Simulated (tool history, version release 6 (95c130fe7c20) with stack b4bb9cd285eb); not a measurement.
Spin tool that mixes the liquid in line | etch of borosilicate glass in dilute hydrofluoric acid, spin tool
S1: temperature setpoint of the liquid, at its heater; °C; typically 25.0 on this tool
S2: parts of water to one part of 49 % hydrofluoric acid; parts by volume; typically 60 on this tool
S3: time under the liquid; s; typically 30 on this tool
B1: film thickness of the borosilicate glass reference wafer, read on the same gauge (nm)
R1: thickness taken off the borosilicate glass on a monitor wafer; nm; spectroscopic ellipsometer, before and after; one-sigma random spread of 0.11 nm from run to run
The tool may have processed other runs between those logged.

Run 1, hour 0.0: usual settings but S3 20 s; B1 150.03. Result: R1 12.78 nm.
Run 2, hour 92.0: usual settings but S3 20 s; B1 149.99. Result: R1 12.68 nm.
Run 3, hour 186.7: usual settings; B1 150.03. Result: R1 18.95 nm.
Run 4, hour 283.3: usual settings; B1 149.99. Result: R1 18.93 nm.
At hour 294.1: hydrofluoric acid flow meter replaced.
Run 5, hour 355.3: usual settings; B1 150.00. Result: R1 18.97 nm.
Run 6, hour 452.1: usual settings; B1 149.99. Result: R1 18.78 nm.
Run 7, hour 506.4: usual settings; B1 150.01. Result: R1 18.68 nm.
Run 8, hour 591.6: usual settings; B1 150.02. Result: R1 18.85 nm.
Run 9, hour 634.7: usual settings but S3 35 s; B1 150.04. Result: R1 21.81 nm.
Run 10, hour 715.1: usual settings but S3 40 s; B1 149.98. Result: R1 24.89 nm.
At hour 767.8: thermometer replaced.
Run 11, hour 813.0: usual settings but S1 22.5 °C, S2 45 parts by volume; B1 150.00. Result: R1 23.47 nm.
Run 12, hour 1029.6: usual settings but S2 35 parts by volume; B1 149.99. Result: R1 33.98 nm.
Run 13, hour 1307.1: usual settings but S1 20.5 °C; B1 149.98. Result: R1 15.92 nm.
Run 14, hour 1411.8: usual settings but S2 40 parts by volume; B1 150.00. Result: R1 29.23 nm.
Run 15, hour 1513.3: usual settings; B1 149.99. Result: R1 18.98 nm.
Run 16, hour 1580.2: usual settings but S3 15 s; B1 149.98. Result: R1 9.48 nm.
Run 17, hour 1645.2: usual settings but S2 90 parts by volume, S3 15 s; B1 149.98. Result: R1 6.04 nm.
At hour 1683.4: hydrofluoric acid flow meter replaced.
Run 18, hour 1723.5: usual settings but S1 22.5 °C, S3 45 s; B1 149.99. Result: R1 25.34 nm.
Run 19, hour 1780.8: usual settings but S1 30.0 °C, S2 90 parts by volume; B1 150.01. Result: R1 14.72 nm.

For run 20, what comes out?
Run 20, hour 1882.8: usual settings but S1 27.0 °C, S2 45 parts by volume, S3 40 s; B1 ?. Result: R1 ?.

Run 20 came out at B1 150.03, R1 37.37 nm.
With no hidden state in the tool, this same run would have given R1 38.41 nm.

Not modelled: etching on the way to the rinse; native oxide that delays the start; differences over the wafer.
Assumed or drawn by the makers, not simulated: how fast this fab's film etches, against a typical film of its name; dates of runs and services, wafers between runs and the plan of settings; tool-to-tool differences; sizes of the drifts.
